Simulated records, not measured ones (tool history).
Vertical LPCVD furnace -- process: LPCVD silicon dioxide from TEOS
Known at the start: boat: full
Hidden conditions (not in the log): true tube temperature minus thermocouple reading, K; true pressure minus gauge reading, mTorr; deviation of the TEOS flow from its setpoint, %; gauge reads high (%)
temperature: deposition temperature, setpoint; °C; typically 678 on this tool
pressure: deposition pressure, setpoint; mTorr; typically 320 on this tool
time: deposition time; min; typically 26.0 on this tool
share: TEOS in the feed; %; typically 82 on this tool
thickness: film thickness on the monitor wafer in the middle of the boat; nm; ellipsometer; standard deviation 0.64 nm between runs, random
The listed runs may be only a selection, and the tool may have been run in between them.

run	hour	temperature	pressure	time	share	wafers since the last listed run	hours since the last temperature calibration	hours since the pressure gauge was zeroed	hours since the TEOS flow controller was replaced	hours since the gauge calibration	read-back reference wafer on the same gauge, thickness	thickness
1	0.0	678	320	20.5	82	0	1437.5	2054.5	1922.2	705.0	145.91	98.84
2	23.7	678	320	26.0	82	335	1461.2	2078.2	1945.9	728.7	145.79	123.79
3	37.4	678	320	26.0	82	193	1474.9	2091.9	1959.6	742.4	145.61	125.00
4	58.5	678	320	26.0	82	298	1496.0	2113.0	1980.7	763.5	145.90	124.09
5	72.7	678	320	26.0	82	200	1510.2	2127.2	1994.9	777.7	145.94	125.12
6	102.6	678	385	26.0	82	422	1540.1	2157.1	2024.8	807.6	145.98	136.77
7	133.6	678	385	26.0	82	438	1571.1	2188.1	2055.8	838.6	146.07	137.98
# hour 161.5: gauge calibrated
8	164.0	682	320	26.0	82	429	1601.5	2218.5	2086.2	2.5	140.90	132.80
9	199.8	682	320	26.0	82	506	1637.3	2254.3	2122.0	38.3	141.44	133.44
10	229.3	682	320	26.0	82	417	1666.8	2283.8	2151.5	67.8	141.90	134.01
11	250.0	678	320	26.0	82	292	1687.5	2304.5	2172.2	88.5	142.14	122.08
12	268.1	678	320	26.0	82	255	1705.6	2322.6	2190.3	106.6	142.40	123.27
13	300.4	678	320	26.0	82	456	1737.9	2354.9	2222.6	138.9	142.97	122.01
14	325.8	674	320	31.0	87	359	1763.3	2380.3	2248.0	164.3	143.04	136.87
15	351.7	670	320	26.0	82	366	1789.2	2406.2	2273.9	190.2	143.20	100.98
16	363.8	672	320	26.0	97	171	1801.3	2418.3	2286.0	202.3	143.30	115.17
17	397.7	678	320	31.5	82	479	1835.2	2452.2	2319.9	236.2	143.49	149.36
18	411.3	681	320	26.0	82	192	1848.8	2465.8	2333.5	249.8	143.73	133.83
# hour 462.1: pressure gauge zeroed
19	462.6	678	320	31.5	96	386	1900.1	0.5	2384.8	301.1	144.10	162.41
20	467.7	689	390	26.0	82	72	1905.2	5.6	2389.9	306.2	144.18	178.89
21	490.8	678	320	26.0	82	326	1928.3	28.7	2413.0	329.3	144.25	124.12
22	516.5	673	320	35.0	91	363	1954.0	54.4	2438.7	355.0	144.54	154.90
# hour 554.2: TEOS flow controller replaced
# hour 554.5: thermocouples replaced and temperature profile calibrated
23	555.0	678	320	26.0	82	201	0.5	92.9	0.8	393.5	144.45	123.90
24	564.0	678	320	26.0	82	127	9.5	101.9	9.8	402.5	144.70	124.73
25	578.1	670	320	26.0	93	199	23.6	116.0	23.9	416.6	144.59	108.69
26	610.7	686	295	20.5	93	461	56.2	148.6	56.5	449.2	144.82	120.70
27	641.2	682	320	26.0	82	431	86.7	179.1	87.0	479.7	145.02	137.14
28	663.5	678	390	26.0	82	315	109.0	201.4	109.3	502.0	144.92	137.95
29	689.5	678	395	26.0	82	367	135.0	227.4	135.3	528.0	145.10	138.13
30	718.8	678	320	26.0	82	414	164.3	256.7	164.6	557.3	144.99	125.71
31	733.6	690	290	21.0	68	209	179.1	271.5	179.4	572.1	145.18	115.68

Below, some changes in thickness between adjacent runs. For each, the amount present without the hidden state too (settings, incoming material, random variation) and the amount remaining for the hidden state with gauge scatter not shared by both compared results:
Run 7 -> 8: temperature 678 -> 682, pressure 385 -> 320, gauge calibrated. thickness -5.18 nm: hidden state -4.94, all else -0.24.
Run 14 -> 15: temperature 674 -> 670, time 31.0 -> 26.0, share 87 -> 82. thickness -35.89 nm: hidden state -0.32, all else -35.57.
Run 16 -> 17: temperature 672 -> 678, time 26.0 -> 31.5, share 97 -> 82. thickness +34.19 nm: hidden state +0.84, all else +33.35.
Run 18 -> 19: temperature 681 -> 678, time 26.0 -> 31.5, share 82 -> 96, pressure gauge zeroed. thickness +28.58 nm: hidden state +0.93, all else +27.65.
Run 20 -> 21: temperature 689 -> 678, pressure 390 -> 320. thickness -54.77 nm: hidden state -1.06, all else -53.71.
